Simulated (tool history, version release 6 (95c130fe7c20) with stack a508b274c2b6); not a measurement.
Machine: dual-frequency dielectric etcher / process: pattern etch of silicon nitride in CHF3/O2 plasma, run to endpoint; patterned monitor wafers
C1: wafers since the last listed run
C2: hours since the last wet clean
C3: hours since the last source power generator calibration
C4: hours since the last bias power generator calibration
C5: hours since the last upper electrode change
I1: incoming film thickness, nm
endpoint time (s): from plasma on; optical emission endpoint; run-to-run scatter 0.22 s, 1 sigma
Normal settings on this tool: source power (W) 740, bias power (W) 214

{"run": 1, "hour": 0.0, "source power (W)": 740, "bias power (W)": 214, "C1": 0, "C2": 287.3, "C3": 1201.2, "C4": 1823.7, "C5": 2924.7, "I1": 62.1, "endpoint time (s)": 40.6}
{"run": 2, "hour": 80.5, "source power (W)": 740, "bias power (W)": 214, "C1": 586, "C2": 367.8, "C3": 1281.7, "C4": 1904.2, "C5": 3005.2, "I1": 62.8, "endpoint time (s)": 41}
{"run": 3, "hour": 131.7, "source power (W)": 740, "bias power (W)": 190, "C1": 373, "C2": 419, "C3": 1332.9, "C4": 1955.4, "C5": 3056.4, "I1": 62.1, "endpoint time (s)": 42.1}
{"run": 4, "hour": 174.1, "source power (W)": 740, "bias power (W)": 214, "C1": 308, "C2": 461.4, "C3": 1375.3, "C4": 1997.8, "C5": 3098.8, "I1": 62.1, "endpoint time (s)": 41.3}
{"run": 5, "hour": 234.3, "source power (W)": 740, "bias power (W)": 214, "C1": 438, "C2": 521.6, "C3": 1435.5, "C4": 2058, "C5": 3159, "I1": 62.4, "endpoint time (s)": 41}
{"hour": 311.3, "done": "wet clean of the chamber"}
{"run": 6, "hour": 311.8, "source power (W)": 740, "bias power (W)": 214, "C1": 389, "C2": 0.5, "C3": 1513, "C4": 2135.5, "C5": 3236.5, "I1": 61.9, "endpoint time (s)": 38.2}
{"run": 7, "hour": 350.5, "source power (W)": 790, "bias power (W)": 226, "C1": 281, "C2": 39.2, "C3": 1551.7, "C4": 2174.2, "C5": 3275.2, "I1": 62.1, "endpoint time (s)": 36.8}
{"run": 8, "hour": 422.6, "source power (W)": 740, "bias power (W)": 214, "C1": 525, "C2": 111.3, "C3": 1623.8, "C4": 2246.3, "C5": 3347.3, "I1": 62.5, "endpoint time (s)": 39.1}
{"run": 9, "hour": 726.4, "source power (W)": 740, "bias power (W)": 214, "C1": 2213, "C2": 415.1, "C3": 1927.6, "C4": 2550.1, "C5": 3651.1, "I1": 62.1, "endpoint time (s)": 40.1}
{"run": 10, "hour": 784.7, "source power (W)": 740, "bias power (W)": 214, "C1": 424, "C2": 473.4, "C3": 1985.9, "C4": 2608.4, "C5": 3709.4, "I1": 62.3, "endpoint time (s)": 40.5}
{"hour": 821.5, "done": "bias power generator calibrated"}
{"hour": 843.9, "done": "wet clean of the chamber"}
{"run": 11, "hour": 872.6, "source power (W)": 740, "bias power (W)": 214, "C1": 448, "C2": 28.7, "C3": 2073.8, "C4": 51.1, "C5": 3797.3, "I1": 62.5, "endpoint time (s)": 38.9}
{"hour": 898.4, "done": "upper electrode replaced, of another model than before"}
{"run": 12, "hour": 1095.6, "source power (W)": 740, "bias power (W)": 214, "C1": 1450, "C2": 251.7, "C3": 2296.8, "C4": 274.1, "C5": 197.2, "I1": 62.8, "endpoint time (s)": 40.2}
{"run": 13, "hour": 1180.7, "source power (W)": 680, "bias power (W)": 214, "C1": 620, "C2": 336.8, "C3": 2381.9, "C4": 359.2, "C5": 282.3, "I1": 62.1, "endpoint time (s)": 40.9}
{"run": 14, "hour": 1236.6, "source power (W)": 790, "bias power (W)": 256, "C1": 407, "C2": 392.7, "C3": 2437.8, "C4": 415.1, "C5": 338.2, "I1": 62.3, "endpoint time (s)": 38.3}
{"run": 15, "hour": 1276.0, "source power (W)": 810, "bias power (W)": 167, "C1": 287, "C2": 432.1, "C3": 2477.2, "C4": 454.5, "C5": 377.6, "I1": 61.7, "endpoint time (s)": 41.4}
{"run": 16, "hour": 1331.5, "source power (W)": 630, "bias power (W)": 177, "C1": 404, "C2": 487.6, "C3": 2532.7, "C4": 510, "C5": 433.1, "I1": 61.8, "endpoint time (s)": 43.3}
{"hour": 1386.9, "done": "wet clean of the chamber"}
{"run": 17, "hour": 1409.1, "source power (W)": 870, "bias power (W)": 189, "C1": 390, "C2": 22.2, "C3": 2610.3, "C4": 587.6, "C5": 510.7, "I1": 62.1, "endpoint time (s)": 38.5}
{"run": 18, "hour": 1495.5, "source power (W)": 900, "bias power (W)": 161, "C1": 629, "C2": 108.6, "C3": 2696.7, "C4": 674, "C5": 597.1, "I1": 62.1, "endpoint time (s)": 39.5}
{"run": 19, "hour": 1539.6, "source power (W)": 740, "bias power (W)": 214, "C1": 321, "C2": 152.7, "C3": 2740.8, "C4": 718.1, "C5": 641.2, "I1": 62.8, "endpoint time (s)": 40}
{"hour": 1571.9, "done": "source power generator calibrated"}
{"run": 20, "hour": 1598.0, "source power (W)": 740, "bias power (W)": 214, "C1": 396, "C2": 211.1, "C3": 26.1, "C4": 776.5, "C5": 699.6, "I1": 61.4, "endpoint time (s)": 39.6}
{"run": 21, "hour": 1823.4, "source power (W)": 740, "bias power (W)": 190, "C1": 1642, "C2": 436.5, "C3": 251.5, "C4": 1001.9, "C5": 925, "I1": 62.7, "endpoint time (s)": 41.7}
{"run": 22, "hour": 1880.2, "source power (W)": 740, "bias power (W)": 241, "C1": 413, "C2": 493.3, "C3": 308.3, "C4": 1058.7, "C5": 981.8, "I1": 61.7, "endpoint time (s)": 39.7}
{"run": 23, "hour": 1976.5, "source power (W)": 800, "bias power (W)": 167, "C1": 701, "C2": 589.6, "C3": 404.6, "C4": 1155, "C5": 1078.1, "I1": 61.8, "endpoint time (s)": 41.8}
{"hour": 2059.4, "done": "wet clean of the chamber"}
{"run": 24, "hour": 2070.3, "source power (W)": 660, "bias power (W)": 174, "C1": 508, "C2": 10.9, "C3": 498.4, "C4": 1248.8, "C5": 1171.9, "I1": 62.3, "endpoint time (s)": 41.2}

5 options for the next run, each taken on its own from the tool as it stands now. Forecast them:
{"run": "A", "hour": 2070.7, "source power (W)": 740, "bias power (W)": 214, "C1": 2, "C2": 11.3, "C3": 498.8, "C4": 1249.2, "C5": 1172.3, "I1": 62.3, "endpoint time (s)": "?"}
{"run": "B", "hour": 2070.7, "source power (W)": 690, "bias power (W)": 190, "C1": 2, "C2": 11.3, "C3": 498.8, "C4": 1249.2, "C5": 1172.3, "I1": 62.3, "endpoint time (s)": "?"}
{"run": "C", "hour": 2070.7, "source power (W)": 590, "bias power (W)": 165, "C1": 2, "C2": 11.3, "C3": 498.8, "C4": 1249.2, "C5": 1172.3, "I1": 62.3, "endpoint time (s)": "?"}
{"run": "D", "hour": 2070.7, "source power (W)": 840, "bias power (W)": 194, "C1": 2, "C2": 11.3, "C3": 498.8, "C4": 1249.2, "C5": 1172.3, "I1": 62.3, "endpoint time (s)": "?"}
{"run": "E", "hour": 2070.7, "source power (W)": 630, "bias power (W)": 166, "C1": 2, "C2": 11.3, "C3": 498.8, "C4": 1249.2, "C5": 1172.3, "I1": 62.3, "endpoint time (s)": "?"}

run=A endpoint_time_(s)=39.4
run=B endpoint_time_(s)=40.8
run=C endpoint_time_(s)=43.1
run=D endpoint_time_(s)=38.8
run=E endpoint_time_(s)=42.4
Without the tool's hidden state the same runs would have given:
run=A endpoint_time_(s)=39.4
run=B endpoint_time_(s)=40.8
run=C endpoint_time_(s)=43.2
run=D endpoint_time_(s)=38.9
run=E endpoint_time_(s)=42.5
